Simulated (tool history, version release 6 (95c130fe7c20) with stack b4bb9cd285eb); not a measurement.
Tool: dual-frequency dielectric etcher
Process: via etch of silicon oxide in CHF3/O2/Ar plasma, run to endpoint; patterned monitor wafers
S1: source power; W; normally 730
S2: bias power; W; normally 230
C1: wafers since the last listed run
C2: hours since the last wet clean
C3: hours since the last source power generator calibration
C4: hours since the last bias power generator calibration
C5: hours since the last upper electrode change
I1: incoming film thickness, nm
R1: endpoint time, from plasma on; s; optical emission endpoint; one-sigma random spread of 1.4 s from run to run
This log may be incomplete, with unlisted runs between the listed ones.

Run 1, day 0.000: usual settings; C1 0; C2 212.1; C3 3216.6; C4 2425.8; C5 1914.4; I1 460.2. Result: R1 188.2 s.
Run 2, day 0.267: usual settings; C1 23; C2 218.5; C3 3223.0; C4 2432.2; C5 1920.8; I1 460.6. Result: R1 190.0 s.
Run 3, day 0.654: usual settings; C1 34; C2 227.8; C3 3232.3; C4 2441.5; C5 1930.1; I1 461.5. Result: R1 186.4 s.
Run 4, day 1.342: usual settings but S1 870 W; C1 60; C2 244.3; C3 3248.8; C4 2458.0; C5 1946.6; I1 457.6. Result: R1 175.0 s.
Run 5, day 1.958: usual settings but S1 870 W; C1 54; C2 259.1; C3 3263.6; C4 2472.8; C5 1961.4; I1 464.5. Result: R1 179.3 s.
Run 6, day 2.429: usual settings but S1 870 W; C1 41; C2 270.4; C3 3274.9; C4 2484.1; C5 1972.7; I1 462.2. Result: R1 179.1 s.
Run 7, day 2.962: usual settings; C1 47; C2 283.2; C3 3287.7; C4 2496.9; C5 1985.5; I1 465.7. Result: R1 189.1 s.
At day 3.617: bias power generator calibrated.
Run 8, day 4.425: usual settings; C1 114; C2 318.3; C3 3322.8; C4 19.4; C5 2020.6; I1 467.6. Result: R1 189.7 s.
Run 9, day 5.117: usual settings; C1 61; C2 334.9; C3 3339.4; C4 36.0; C5 2037.2; I1 465.4. Result: R1 187.2 s.
Run 10, day 5.779: usual settings; C1 58; C2 350.8; C3 3355.3; C4 51.9; C5 2053.1; I1 456.4. Result: R1 183.9 s.
Run 11, day 6.471: usual settings; C1 61; C2 367.4; C3 3371.9; C4 68.5; C5 2069.7; I1 463.5. Result: R1 187.3 s.
Run 12, day 7.204: usual settings; C1 64; C2 385.0; C3 3389.5; C4 86.1; C5 2087.3; I1 459.1. Result: R1 184.6 s.
Run 13, day 8.629: usual settings but S1 840 W; C1 126; C2 419.2; C3 3423.7; C4 120.3; C5 2121.5; I1 465.1. Result: R1 179.3 s.
Run 14, day 9.171: usual settings but S2 179 W; C1 47; C2 432.2; C3 3436.7; C4 133.3; C5 2134.5; I1 465.6. Result: R1 204.8 s.
Run 15, day 9.812: usual settings but S1 570 W, S2 260 W; C1 56; C2 447.6; C3 3452.1; C4 148.7; C5 2149.9; I1 456.6. Result: R1 190.1 s.
At day 10.054: source power generator calibrated.
At day 11.121: upper electrode replaced.
Run 16, day 11.142: usual settings but S1 820 W; C1 14; C2 479.5; C3 26.1; C4 180.6; C5 0.5; I1 467.2. Result: R1 178.9 s.
Run 17, day 11.158: usual settings but S2 246 W; C1 1; C2 479.9; C3 26.5; C4 181.0; C5 0.9; I1 463.6. Result: R1 179.4 s.
Run 18, day 11.371: usual settings but S1 800 W, S2 246 W; C1 18; C2 485.0; C3 31.6; C4 186.1; C5 6.0; I1 463.3. Result: R1 176.5 s.
Run 19, day 11.900: usual settings but S1 650 W, S2 208 W; C1 46; C2 497.7; C3 44.3; C4 198.8; C5 18.7; I1 462.7. Result: R1 198.8 s.
Run 20, day 12.171: usual settings but S1 590 W, S2 178 W; C1 23; C2 504.2; C3 50.8; C4 205.3; C5 25.2; I1 463.4. Result: R1 214.9 s.
At day 13.483: wet clean of the chamber.
Run 21, day 13.504: usual settings but S1 620 W, S2 278 W; C1 29; C2 0.5; C3 82.8; C4 237.3; C5 57.2; I1 456.9. Result: R1 188.6 s.
Run 22, day 13.967: usual settings but S1 550 W, S2 269 W; C1 40; C2 11.6; C3 93.9; C4 248.4; C5 68.3; I1 459.9. Result: R1 199.9 s.
Run 23, day 14.408: usual settings but S1 650 W, S2 208 W; C1 39; C2 22.2; C3 104.5; C4 259.0; C5 78.9; I1 459.2. Result: R1 207.0 s.
Run 24, day 14.671: usual settings but S1 670 W, S2 207 W; C1 23; C2 28.5; C3 110.8; C4 265.3; C5 85.2; I1 463.2. Result: R1 208.5 s.
Run 25, day 15.121: usual settings but S1 870 W, S2 174 W; C1 39; C2 39.3; C3 121.6; C4 276.1; C5 96.0; I1 463.6. Result: R1 200.6 s.
Run 26, day 15.858: usual settings but S1 690 W, S2 253 W; C1 65; C2 57.0; C3 139.3; C4 293.8; C5 113.7; I1 462.1. Result: R1 190.4 s.
Run 27, day 16.367: usual settings; C1 45; C2 69.2; C3 151.5; C4 306.0; C5 125.9; I1 462.6. Result: R1 195.6 s.
Run 28, day 16.825: usual settings but S1 830 W, S2 200 W; C1 40; C2 80.2; C3 162.5; C4 317.0; C5 136.9; I1 465.4. Result: R1 197.1 s.
Run 29, day 17.133: usual settings but S1 660 W, S2 275 W; C1 27; C2 87.6; C3 169.9; C4 324.4; C5 144.3; I1 462.2. Result: R1 187.4 s.
Run 30, day 17.575: usual settings but S1 850 W, S2 265 W; C1 39; C2 98.2; C3 180.5; C4 335.0; C5 154.9; I1 460.2. Result: R1 172.8 s.
Run 31, day 17.833: usual settings; C1 22; C2 104.4; C3 186.7; C4 341.2; C5 161.1; I1 458.1. Result: R1 190.7 s.
Run 32, day 18.146: usual settings; C1 27; C2 111.9; C3 194.2; C4 348.7; C5 168.6; I1 463.5. Result: R1 193.5 s.
Run 33, day 18.833: usual settings but S2 213 W; C1 60; C2 128.4; C3 210.7; C4 365.2; C5 185.1; I1 457.8. Result: R1 195.1 s.
Run 34, day 20.321: usual settings but S1 590 W; C1 131; C2 164.1; C3 246.4; C4 400.9; C5 220.8; I1 464.2. Result: R1 207.1 s.
Run 35, day 20.754: usual settings but S1 890 W, S2 246 W; C1 38; C2 174.5; C3 256.8; C4 411.3; C5 231.2; I1 465.0. Result: R1 174.3 s.

Each row is a separate what-if for the run after 35, all from the same tool condition, not one after another. Results?
Run A, day 20.775: usual settings but S2 287 W; C1 1; C2 175.0; C3 257.3; C4 411.8; C5 231.7; I1 464.0. Result: R1 ?.
Run B, day 20.775: usual settings but S1 650 W, S2 284 W; C1 1; C2 175.0; C3 257.3; C4 411.8; C5 231.7; I1 464.0. Result: R1 ?.
Run C, day 20.775: usual settings but S1 640 W, S2 178 W; C1 1; C2 175.0; C3 257.3; C4 411.8; C5 231.7; I1 464.0. Result: R1 ?.
Run D, day 20.775: usual settings but S1 650 W, S2 210 W; C1 1; C2 175.0; C3 257.3; C4 411.8; C5 231.7; I1 464.0. Result: R1 ?.

run     R1
  A  177.5
  B  184.8
  C  218.8
  D  205.8
Without the tool's unlogged condition, the same runs would have read:
run     R1
  A  179.9
  B  187.3
  C  221.8
  D  208.6

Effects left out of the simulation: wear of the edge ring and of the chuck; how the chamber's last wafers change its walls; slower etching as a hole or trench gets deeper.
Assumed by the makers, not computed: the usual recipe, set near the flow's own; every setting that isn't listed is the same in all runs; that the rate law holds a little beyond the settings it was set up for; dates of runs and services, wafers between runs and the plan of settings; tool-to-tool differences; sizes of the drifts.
